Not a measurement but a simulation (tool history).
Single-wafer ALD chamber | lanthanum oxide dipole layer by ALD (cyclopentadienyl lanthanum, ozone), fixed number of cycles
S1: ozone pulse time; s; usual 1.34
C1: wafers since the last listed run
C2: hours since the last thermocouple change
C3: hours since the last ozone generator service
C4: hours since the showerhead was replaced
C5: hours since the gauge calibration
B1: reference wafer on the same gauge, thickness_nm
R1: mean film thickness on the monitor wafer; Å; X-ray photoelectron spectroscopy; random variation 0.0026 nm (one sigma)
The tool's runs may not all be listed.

run 1 hour=0.0 | S1=1.15 | C1=0 C2=2480.4 C3=831.1 C4=4486.4 C5=119.1 | B1=0.433 | R1=4.69
run 2 hour=17.8 | S1=1.15 | C1=268 C2=2498.2 C3=848.9 C4=4504.2 C5=136.9 | B1=0.433 | R1=4.68
run 3 hour=28.9 | S1=1.19 | C1=167 C2=2509.3 C3=860.0 C4=4515.3 C5=148.0 | B1=0.432 | R1=4.80
run 4 hour=45.8 | S1=1.34 | C1=255 C2=2526.2 C3=876.9 C4=4532.2 C5=164.9 | B1=0.432 | R1=5.06
run 5 hour=53.1 | S1=1.34 | C1=110 C2=2533.5 C3=884.2 C4=4539.5 C5=172.2 | B1=0.433 | R1=5.04
run 6 hour=100.7 | S1=1.34 | C1=719 C2=2581.1 C3=931.8 C4=4587.1 C5=219.8 | B1=0.432 | R1=5.00
-- hour=117.0 thermocouple changed; heater temperature recalibrated
run 7 hour=117.5 | S1=1.34 | C1=132 C2=0.5 C3=948.6 C4=4603.9 C5=236.6 | B1=0.434 | R1=5.01
run 8 hour=129.4 | S1=1.34 | C1=179 C2=12.4 C3=960.5 C4=4615.8 C5=248.5 | B1=0.433 | R1=5.01
run 9 hour=139.2 | S1=1.34 | C1=148 C2=22.2 C3=970.3 C4=4625.6 C5=258.3 | B1=0.433 | R1=5.03
run 10 hour=145.8 | S1=0.96 | C1=99 C2=28.8 C3=976.9 C4=4632.2 C5=264.9 | B1=0.433 | R1=4.07
-- hour=167.3 showerhead replaced
run 11 hour=167.8 | S1=0.96 | C1=211 C2=50.8 C3=998.9 C4=0.5 C5=286.9 | B1=0.432 | R1=4.07
run 12 hour=179.3 | S1=1.61 | C1=173 C2=62.3 C3=1010.4 C4=12.0 C5=298.4 | B1=0.433 | R1=5.25
run 13 hour=195.0 | S1=1.61 | C1=237 C2=78.0 C3=1026.1 C4=27.7 C5=314.1 | B1=0.432 | R1=5.23
run 14 hour=210.3 | S1=1.61 | C1=231 C2=93.3 C3=1041.4 C4=43.0 C5=329.4 | B1=0.434 | R1=5.27
run 15 hour=226.6 | S1=1.17 | C1=246 C2=109.6 C3=1057.7 C4=59.3 C5=345.7 | B1=0.433 | R1=4.76
-- hour=240.0 ozone generator serviced
run 16 hour=240.5 | S1=1.75 | C1=89 C2=123.5 C3=0.5 C4=73.2 C5=359.6 | B1=0.433 | R1=5.34
run 17 hour=245.9 | S1=1.70 | C1=81 C2=128.9 C3=5.9 C4=78.6 C5=365.0 | B1=0.434 | R1=5.31
run 18 hour=255.8 | S1=1.66 | C1=149 C2=138.8 C3=15.8 C4=88.5 C5=374.9 | B1=0.433 | R1=5.30
run 19 hour=270.0 | S1=1.34 | C1=214 C2=153.0 C3=30.0 C4=102.7 C5=389.1 | B1=0.433 | R1=5.04
run 20 hour=284.4 | S1=1.55 | C1=217 C2=167.4 C3=44.4 C4=117.1 C5=403.5 | B1=0.434 | R1=5.18
run 21 hour=295.4 | S1=1.68 | C1=166 C2=178.4 C3=55.4 C4=128.1 C5=414.5 | B1=0.433 | R1=5.27
run 22 hour=337.4 | S1=0.87 | C1=634 C2=220.4 C3=97.4 C4=170.1 C5=456.5 | B1=0.434 | R1=3.57
run 23 hour=345.0 | S1=1.52 | C1=114 C2=228.0 C3=105.0 C4=177.7 C5=464.1 | B1=0.433 | R1=5.26
run 24 hour=359.0 | S1=1.72 | C1=211 C2=242.0 C3=119.0 C4=191.7 C5=478.1 | B1=0.433 | R1=5.27
-- hour=364.1 gauge calibrated
run 25 hour=369.5 | S1=1.60 | C1=158 C2=252.5 C3=129.5 C4=202.2 C5=5.4 | B1=0.432 | R1=5.24
run 26 hour=378.1 | S1=1.62 | C1=129 C2=261.1 C3=138.1 C4=210.8 C5=14.0 | B1=0.433 | R1=5.27
run 27 hour=389.0 | S1=1.06 | C1=164 C2=272.0 C3=149.0 C4=221.7 C5=24.9 | B1=0.433 | R1=4.44
run 28 hour=398.7 | S1=1.69 | C1=146 C2=281.7 C3=158.7 C4=231.4 C5=34.6 | B1=0.433 | R1=5.35
run 29 hour=411.9 | S1=1.34 | C1=199 C2=294.9 C3=171.9 C4=244.6 C5=47.8 | B1=0.433 | R1=5.03
run 30 hour=418.4 | S1=1.05 | C1=98 C2=301.4 C3=178.4 C4=251.1 C5=54.3 | B1=0.433 | R1=4.40
run 31 hour=434.9 | S1=1.34 | C1=249 C2=317.9 C3=194.9 C4=267.6 C5=70.8 | B1=0.433 | R1=5.05
run 32 hour=446.7 | S1=1.34 | C1=178 C2=329.7 C3=206.7 C4=279.4 C5=82.6 | B1=0.433 | R1=5.05
run 33 hour=460.3 | S1=1.13 | C1=205 C2=343.3 C3=220.3 C4=293.0 C5=96.2 | B1=0.434 | R1=4.64
run 34 hour=468.5 | S1=0.85 | C1=123 C2=351.5 C3=228.5 C4=301.2 C5=104.4 | B1=0.433 | R1=3.42

Forecast run 35:
run 35 hour=480.7 | S1=0.97 | C1=184 C2=363.7 C3=240.7 C4=313.4 C5=116.6 | B1=? | R1=?

Run 35 gave B1 0.432, R1 4.07 Å.
Without the tool's hidden state the same run would have given R1 4.07 Å.
